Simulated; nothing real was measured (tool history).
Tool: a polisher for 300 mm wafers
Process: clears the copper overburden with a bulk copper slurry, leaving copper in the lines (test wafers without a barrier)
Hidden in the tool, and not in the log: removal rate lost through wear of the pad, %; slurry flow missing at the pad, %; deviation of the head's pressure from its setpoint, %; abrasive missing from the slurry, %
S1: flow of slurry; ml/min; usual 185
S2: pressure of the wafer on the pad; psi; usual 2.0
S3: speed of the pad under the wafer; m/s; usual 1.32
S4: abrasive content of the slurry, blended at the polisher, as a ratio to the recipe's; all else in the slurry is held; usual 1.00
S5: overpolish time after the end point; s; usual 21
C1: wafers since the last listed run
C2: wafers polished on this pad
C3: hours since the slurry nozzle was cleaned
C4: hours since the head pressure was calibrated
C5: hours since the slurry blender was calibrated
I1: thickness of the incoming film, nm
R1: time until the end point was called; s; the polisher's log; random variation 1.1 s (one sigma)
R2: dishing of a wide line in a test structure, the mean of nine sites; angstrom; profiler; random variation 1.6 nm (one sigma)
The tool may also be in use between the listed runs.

run 1 hour=0.0 | S1=185 S2=2.0 S3=1.58 S4=1.00 S5=21 | C1=0 C2=304 C3=377.7 C4=662.0 C5=209.9 | I1=738.1 | R1=85.8 R2=771
run 2 hour=27.6 | S1=185 S2=2.0 S3=1.58 S4=1.00 S5=21 | C1=213 C2=518 C3=405.3 C4=689.6 C5=237.5 | I1=734.1 | R1=84.1 R2=743
run 3 hour=52.5 | S1=185 S2=2.0 S3=1.58 S4=1.00 S5=21 | C1=192 C2=710 C3=430.2 C4=714.5 C5=262.4 | I1=734.9 | R1=85.9 R2=751
run 4 hour=64.6 | S1=185 S2=2.0 S3=1.32 S4=1.00 S5=21 | C1=93 C2=804 C3=442.3 C4=726.6 C5=274.5 | I1=732.0 | R1=102.1 R2=676
run 5 hour=126.0 | S1=185 S2=2.0 S3=1.32 S4=1.00 S5=21 | C1=475 C2=1279 C3=503.7 C4=788.0 C5=335.9 | I1=723.0 | R1=100.6 R2=678
run 6 hour=154.4 | S1=185 S2=2.0 S3=1.32 S4=1.00 S5=21 | C1=219 C2=1499 C3=532.1 C4=816.4 C5=364.3 | I1=730.0 | R1=101.9 R2=706
run 7 hour=166.8 | S1=185 S2=2.0 S3=1.32 S4=1.00 S5=21 | C1=95 C2=1595 C3=544.5 C4=828.8 C5=376.7 | I1=728.0 | R1=100.3 R2=685
-- hour=189.3 slurry blender recalibrated
-- hour=192.8 worn pad replaced by a new one
run 8 hour=193.3 | S1=185 S2=2.0 S3=1.32 S4=1.00 S5=21 | C1=162 C2=3 C3=571.0 C4=855.3 C5=4.0 | I1=735.9 | R1=102.5 R2=681
run 9 hour=215.8 | S1=185 S2=2.0 S3=1.32 S4=1.00 S5=21 | C1=174 C2=177 C3=593.5 C4=877.8 C5=26.5 | I1=723.4 | R1=100.5 R2=700
-- hour=226.2 slurry nozzle cleaned
run 10 hour=235.8 | S1=185 S2=2.0 S3=1.32 S4=1.00 S5=21 | C1=147 C2=324 C3=9.6 C4=897.8 C5=46.5 | I1=742.9 | R1=103.6 R2=704
run 11 hour=251.8 | S1=130 S2=2.2 S3=1.32 S4=1.15 S5=21 | C1=123 C2=448 C3=25.6 C4=913.8 C5=62.5 | I1=724.0 | R1=95.9 R2=723
run 12 hour=272.5 | S1=185 S2=2.0 S3=1.32 S4=0.85 S5=21 | C1=160 C2=608 C3=46.3 C4=934.5 C5=83.2 | I1=734.4 | R1=106.0 R2=667
-- hour=322.2 head pressure recalibrated
run 13 hour=359.9 | S1=185 S2=2.0 S3=1.32 S4=1.00 S5=21 | C1=660 C2=1269 C3=133.7 C4=37.7 C5=170.6 | I1=724.3 | R1=101.4 R2=694
run 14 hour=376.2 | S1=250 S2=2.0 S3=0.94 S4=1.15 S5=29 | C1=126 C2=1395 C3=150.0 C4=54.0 C5=186.9 | I1=715.0 | R1=129.9 R2=709
-- hour=406.6 worn pad replaced by a new one
run 15 hour=411.7 | S1=185 S2=2.0 S3=1.76 S4=1.20 S5=18 | C1=243 C2=39 C3=185.5 C4=89.5 C5=222.4 | I1=733.5 | R1=73.7 R2=721
run 16 hour=431.1 | S1=185 S2=2.0 S3=1.32 S4=1.00 S5=21 | C1=150 C2=189 C3=204.9 C4=108.9 C5=241.8 | I1=731.7 | R1=102.5 R2=703
run 17 hour=456.8 | S1=185 S2=2.0 S3=1.58 S4=1.00 S5=21 | C1=198 C2=388 C3=230.6 C4=134.6 C5=267.5 | I1=716.8 | R1=83.4 R2=772
run 18 hour=482.8 | S1=185 S2=2.0 S3=1.32 S4=1.00 S5=21 | C1=201 C2=589 C3=256.6 C4=160.6 C5=293.5 | I1=720.3 | R1=99.8 R2=693
run 19 hour=506.3 | S1=185 S2=1.8 S3=1.20 S4=1.25 S5=9 | C1=181 C2=771 C3=280.1 C4=184.1 C5=317.0 | I1=731.7 | R1=116.2 R2=360
-- hour=514.2 slurry blender recalibrated
run 20 hour=519.8 | S1=130 S2=2.0 S3=1.48 S4=1.00 S5=18 | C1=89 C2=860 C3=293.6 C4=197.6 C5=5.6 | I1=715.8 | R1=93.1 R2=634
run 21 hour=549.0 | S1=185 S2=2.0 S3=1.32 S4=1.00 S5=21 | C1=225 C2=1086 C3=322.8 C4=226.8 C5=34.8 | I1=737.2 | R1=102.9 R2=710
run 22 hour=574.7 | S1=185 S2=2.3 S3=1.32 S4=1.00 S5=21 | C1=198 C2=1285 C3=348.5 C4=252.5 C5=60.5 | I1=724.6 | R1=90.9 R2=728
run 23 hour=598.8 | S1=185 S2=2.0 S3=1.32 S4=1.20 S5=26 | C1=186 C2=1472 C3=372.6 C4=276.6 C5=84.6 | I1=725.8 | R1=96.2 R2=805
run 24 hour=626.3 | S1=210 S2=2.7 S3=1.32 S4=1.15 S5=32 | C1=212 C2=1684 C3=400.1 C4=304.1 C5=112.1 | I1=731.9 | R1=79.0 R2=980
-- hour=634.6 worn pad replaced by a new one
run 25 hour=656.1 | S1=210 S2=2.7 S3=1.32 S4=1.15 S5=32 | C1=199 C2=166 C3=429.9 C4=333.9 C5=141.9 | I1=720.7 | R1=76.7 R2=926
run 26 hour=684.1 | S1=130 S2=2.0 S3=1.32 S4=1.00 S5=21 | C1=216 C2=382 C3=457.9 C4=361.9 C5=169.9 | I1=717.7 | R1=104.5 R2=659
run 27 hour=714.9 | S1=155 S2=2.4 S3=1.32 S4=1.00 S5=32 | C1=238 C2=621 C3=488.7 C4=392.7 C5=200.7 | I1=729.1 | R1=90.4 R2=895
run 28 hour=744.9 | S1=185 S2=2.0 S3=1.32 S4=1.00 S5=21 | C1=232 C2=853 C3=518.7 C4=422.7 C5=230.7 | I1=718.7 | R1=99.5 R2=661
run 29 hour=762.2 | S1=185 S2=2.0 S3=1.32 S4=1.00 S5=26 | C1=133 C2=987 C3=536.0 C4=440.0 C5=248.0 | I1=728.4 | R1=100.3 R2=776

3 ways to go on from here, each from the tool as it stands after run 29. What would each give?
run A hour=762.6 | S1=185 S2=2.0 S3=1.32 S4=1.00 S5=21 | C1=3 C2=990 C3=536.4 C4=440.4 C5=248.4 | I1=725.4 | R1=? R2=?
run B hour=762.6 | S1=150 S2=2.0 S3=1.32 S4=1.00 S5=21 | C1=3 C2=990 C3=536.4 C4=440.4 C5=248.4 | I1=725.4 | R1=? R2=?
run C hour=762.6 | S1=235 S2=2.0 S3=1.62 S4=1.00 S5=21 | C1=3 C2=990 C3=536.4 C4=440.4 C5=248.4 | I1=725.4 | R1=? R2=?

run=A R1=101.0 R2=698
run=B R1=103.9 R2=687
run=C R1=80.0 R2=784
Without the tool's hidden state the same runs would have given:
run=A R1=101.0 R2=698
run=B R1=103.9 R2=687
run=C R1=80.0 R2=784

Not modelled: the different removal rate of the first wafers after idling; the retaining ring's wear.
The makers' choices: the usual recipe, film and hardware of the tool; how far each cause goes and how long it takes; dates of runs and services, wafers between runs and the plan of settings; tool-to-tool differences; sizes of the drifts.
